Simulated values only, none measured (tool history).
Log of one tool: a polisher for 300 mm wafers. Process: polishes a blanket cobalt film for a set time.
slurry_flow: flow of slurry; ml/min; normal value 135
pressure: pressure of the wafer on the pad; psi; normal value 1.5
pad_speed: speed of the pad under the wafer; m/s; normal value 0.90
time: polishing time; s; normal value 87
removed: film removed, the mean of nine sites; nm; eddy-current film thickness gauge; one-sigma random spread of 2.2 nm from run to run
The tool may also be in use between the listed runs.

run,hour,slurry_flow,pressure,pad_speed,time,"incoming thickness of the incoming film, nm",removed
1,0.0,135,1.5,0.90,87,1339.6,355.4
2,15.3,135,1.5,0.90,87,1333.7,359.8
3,30.2,135,1.5,0.90,87,1319.7,358.0
4,53.0,135,1.5,0.80,87,1357.9,321.3
5,72.3,135,1.5,0.90,87,1315.3,355.3
6,107.2,135,1.5,0.90,87,1348.5,352.7
7,132.4,135,1.1,0.90,87,1328.4,255.8
8,146.1,135,1.5,0.68,87,1317.6,277.6
9,159.9,135,1.5,0.68,87,1366.6,278.7
# hour 166.1: worn pad replaced by a new one
10,192.8,135,1.5,0.68,87,1339.4,277.2
11,208.6,135,1.5,0.90,87,1354.1,349.0
12,239.4,135,1.6,0.90,87,1355.6,374.9
# hour 253.3: slurry nozzle cleaned
13,253.8,135,1.6,0.90,87,1343.4,381.6
14,288.4,135,1.6,0.90,87,1349.8,384.8
# hour 298.4: head pressure recalibrated
15,315.2,135,1.5,0.90,103,1325.4,423.6
16,350.2,135,1.9,1.20,87,1335.1,576.2
17,376.5,170,1.5,0.90,87,1335.1,371.7
# hour 399.6: worn pad replaced by a new one
18,405.5,135,1.5,0.90,87,1348.5,353.6
19,436.7,135,1.5,0.90,87,1322.6,349.0
20,456.9,160,1.7,1.20,71,1327.1,427.9
21,469.2,160,1.2,0.90,87,1328.5,290.2
# hour 479.9: slurry nozzle cleaned
22,483.5,135,1.5,1.10,87,1343.6,427.2
23,556.3,165,1.1,0.58,87,1355.0,188.0
# hour 625.7: worn pad replaced by a new one
24,647.3,175,1.5,0.90,98,1325.1,410.7
25,678.0,135,1.5,0.90,87,1352.9,352.9
26,691.3,135,1.5,1.00,87,1316.4,380.6
27,705.7,135,1.5,0.90,87,1344.0,348.7
# hour 715.3: slurry nozzle cleaned
28,728.3,135,1.5,0.90,73,1337.3,297.3
29,761.7,135,1.3,0.90,87,1328.5,311.0
30,787.6,135,1.5,0.90,87,1336.4,353.6
31,805.8,135,1.5,0.90,87,1339.8,352.2
32,822.4,135,1.5,0.90,58,1316.5,237.5
# hour 838.1: head pressure recalibrated
33,853.7,135,1.5,0.90,87,1336.8,352.3
# hour 891.1: worn pad replaced by a new one
34,936.0,135,1.8,0.90,72,1332.6,348.1
35,971.2,135,2.0,0.90,87,1335.3,465.9
# hour 980.9: slurry nozzle cleaned
36,985.9,110,1.5,0.90,113,1311.7,446.7
37,1012.5,135,1.5,0.90,109,1329.5,445.2

A few steps of removed between consecutive runs. Split each: what settings, incoming material and random variation would produce without the hidden state, and what is left over for the hidden state, along with gauge scatter present in only one of the two compared results (measured, and without hidden state):
The hidden state here: removal rate lost through wear of the pad, %; slurry flow missing at the pad, %; deviation of the head's pressure from its setpoint, %.
Run 12 -> 13: slurry nozzle cleaned. removed +6.7 nm: hidden state +12.5, all else -5.8.
Run 16 -> 17: slurry_flow 135 -> 170, pressure 1.9 -> 1.5, pad_speed 1.20 -> 0.90. removed -204.5 nm: hidden state +1.8, all else -206.3.
Run 22 -> 23: slurry_flow 135 -> 165, pressure 1.5 -> 1.1, pad_speed 1.10 -> 0.58. removed -239.2 nm: hidden state -0.5, all else -238.7.
Run 23 -> 24: slurry_flow 165 -> 175, pressure 1.1 -> 1.5, pad_speed 0.58 -> 0.90, time 87 -> 98, worn pad replaced by a new one. removed +222.7 nm: hidden state -5.2, all else +227.9.
Run 27 -> 28: time 87 -> 73, slurry nozzle cleaned. removed -51.4 nm: hidden state +8.8, all else -60.2.
Run 35 -> 36: slurry_flow 135 -> 110, pressure 2.0 -> 1.5, time 87 -> 113, slurry nozzle cleaned. removed -19.2 nm: hidden state +12.7, all else -31.9.

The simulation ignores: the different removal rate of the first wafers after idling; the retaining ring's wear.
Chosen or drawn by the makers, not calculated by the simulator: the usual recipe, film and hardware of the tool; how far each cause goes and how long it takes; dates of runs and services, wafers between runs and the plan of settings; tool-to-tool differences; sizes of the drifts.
